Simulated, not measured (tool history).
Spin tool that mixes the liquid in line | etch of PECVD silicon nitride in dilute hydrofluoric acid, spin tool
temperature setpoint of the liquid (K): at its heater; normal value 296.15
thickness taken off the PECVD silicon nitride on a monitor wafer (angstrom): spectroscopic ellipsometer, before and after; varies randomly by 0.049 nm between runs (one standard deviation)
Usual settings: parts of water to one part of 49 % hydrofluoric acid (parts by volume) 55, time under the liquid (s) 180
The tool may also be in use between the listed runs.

run	day	temperature setpoint of the liquid (K)	parts of water to one part of 49 % hydrofluoric acid (parts by volume)	time under the liquid (s)	wafers since the last listed run	hours since the thermometer was replaced	hours since the hydrofluoric acid flow meter was replaced	hours since the gauge calibration	read-back film thickness of the PECVD silicon nitride reference wafer, read on the same gauge (nm)	thickness taken off the PECVD silicon nitride on a monitor wafer (angstrom)
1	0	297.65	55	180	0	905.5	1166.3	884	40.01	91.5
2	1.046	297.65	55	180	130	930.6	1191.4	909.1	39.98	90.6
3	1.825	296.15	55	180	97	949.3	1210.1	927.8	39.99	81.9
4	2.846	296.15	55	180	127	973.8	1234.6	952.3	39.99	83
5	3.383	296.15	55	180	67	986.7	1247.5	965.2	40.01	81.6
6	4.1	296.15	55	180	89	1003.9	1264.7	982.4	40.01	82.9
7	4.975	296.15	55	180	109	1024.9	1285.7	1003.4	40.01	83.4
# day 5.242: gauge calibrated
8	5.479	296.15	55	180	62	1037	1297.8	5.7	40.02	83.3
# day 6.883: hydrofluoric acid flow meter replaced
9	6.929	298.15	75	285	175	1071.8	1.1	40.5	40.01	104
10	8.246	293.15	55	180	164	1103.4	32.7	72.1	40.01	63.5
# day 8.6: thermometer replaced
11	8.792	298.15	35	85	62	4.6	45.8	85.2	39.99	64.8
12	9.838	296.15	45	105	130	29.7	70.9	110.3	40	55.5
13	10.604	296.15	55	180	95	48.1	89.3	128.7	40	78.9
14	11.2	293.15	45	180	74	62.4	103.6	143	40.01	76.5
15	11.717	292.65	25	80	64	74.8	116	155.4	40	58.5
16	12.546	296.15	55	180	103	94.7	135.9	175.3	39.99	77.5
17	13.929	294.15	55	255	172	127.9	169.1	208.5	40	96.3
18	14.492	297.65	45	230	70	141.4	182.6	222	40	135.3
19	15.154	296.15	55	180	82	157.3	198.5	237.9	40.01	78.7

The next listed run, before its measurement:
20	16.483	292.15	45	180	165	189.2	230.4	269.8	?	?

read-back film thickness of the PECVD silicon nitride reference wafer, read on the same gauge (nm): 40
thickness taken off the PECVD silicon nitride on a monitor wafer (angstrom): 72.6
Were there no unlogged condition in the tool, this run, its random variation unchanged, would have produced thickness taken off the PECVD silicon nitride on a monitor wafer (angstrom) 71.6.
